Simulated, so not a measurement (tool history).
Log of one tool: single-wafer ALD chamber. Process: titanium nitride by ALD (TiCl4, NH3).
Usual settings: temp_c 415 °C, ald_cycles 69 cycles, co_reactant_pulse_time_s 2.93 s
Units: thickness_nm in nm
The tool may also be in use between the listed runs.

| run | day | temp_c | ald_cycles | co_reactant_pulse_time_s | read-back reference wafer on the same gauge, thickness_nm | thickness_nm |
|---|---|---|---|---|---|---|
| 1 | 0 | 415 | 69 | 2.93 | 1.694 | 1.483 |
| 2 | 1.188 | 415 | 69 | 2.93 | 1.696 | 1.477 |
| 3 | 2.117 | 415 | 62 | 2.93 | 1.697 | 1.326 |
| 4 | 3.012 | 415 | 75 | 2.93 | 1.699 | 1.606 |
| 5 | 4.117 | 415 | 75 | 2.93 | 1.702 | 1.606 |
| 6 | 5.412 | 415 | 75 | 2.93 | 1.702 | 1.622 |
| 7 | 6.683 | 415 | 69 | 2.93 | 1.705 | 1.489 |
| 8 | 7.908 | 415 | 69 | 2.93 | 1.705 | 1.491 |
| 9 | 8.612 | 415 | 78 | 3.47 | 1.706 | 1.696 |
|  | 9.55 | thermocouple changed; heater temperature recalibrated |
| 10 | 9.571 | 415 | 69 | 2.93 | 1.708 | 1.484 |
|  | 10.379 | showerhead replaced |
| 11 | 10.4 | 415 | 69 | 2.93 | 1.71 | 1.49 |
| 12 | 10.808 | 415 | 69 | 3.74 | 1.711 | 1.499 |
| 13 | 11.462 | 415 | 69 | 3.74 | 1.712 | 1.508 |
| 14 | 12.725 | 420 | 69 | 2.93 | 1.714 | 1.498 |
| 15 | 13.65 | 415 | 69 | 2.93 | 1.714 | 1.494 |
|  | 14.058 | gauge calibrated |
| 16 | 14.762 | 415 | 78 | 2.47 | 1.691 | 1.656 |
| 17 | 15.842 | 402 | 74 | 2.6 | 1.693 | 1.565 |
| 18 | 17.183 | 423 | 82 | 2.31 | 1.697 | 1.739 |
| 19 | 18.017 | 407 | 63 | 2.16 | 1.697 | 1.325 |
| 20 | 19.5 | 408 | 81 | 2.93 | 1.7 | 1.739 |
| 21 | 20.642 | 415 | 76 | 3.79 | 1.701 | 1.652 |
| 22 | 22.108 | 426 | 69 | 2.93 | 1.705 | 1.491 |
| 23 | 23.121 | 400 | 69 | 2.93 | 1.705 | 1.485 |
| 24 | 24.508 | 415 | 82 | 3.7 | 1.706 | 1.786 |
| 25 | 25.842 | 415 | 69 | 2.93 | 1.709 | 1.489 |
| 26 | 26.371 | 415 | 78 | 2.47 | 1.709 | 1.674 |
| 27 | 27.2 | 415 | 69 | 2.93 | 1.711 | 1.493 |
| 28 | 27.854 | 415 | 82 | 3.95 | 1.711 | 1.792 |

Measured less the same run without the tool's hidden state. The same run-to-run variation is in both; the gauge's scatter may not be:
The hidden state here: wafer temperature above the value expected at the setpoint (K); gauge reads high (%).
| run | thickness_nm |
|---|---|
| 1 | +0.004 |
| 2 | +0.005 |
| 3 | +0.006 |
| 4 | +0.009 |
| 5 | +0.01 |
| 6 | +0.012 |
| 7 | +0.013 |
| 8 | +0.015 |
| 9 | +0.017 |
| 10 | +0.016 |
| 11 | +0.017 |
| 12 | +0.018 |
| 13 | +0.02 |
| 14 | +0.021 |
| 15 | +0.022 |
| 16 | +0.002 |
| 17 | +0.004 |
| 18 | +0.007 |
| 19 | +0.005 |
| 20 | +0.009 |
| 21 | +0.011 |
| 22 | +0.012 |
| 23 | +0.013 |
| 24 | +0.018 |
| 25 | +0.017 |
| 26 | +0.019 |
| 27 | +0.018 |
| 28 | +0.023 |

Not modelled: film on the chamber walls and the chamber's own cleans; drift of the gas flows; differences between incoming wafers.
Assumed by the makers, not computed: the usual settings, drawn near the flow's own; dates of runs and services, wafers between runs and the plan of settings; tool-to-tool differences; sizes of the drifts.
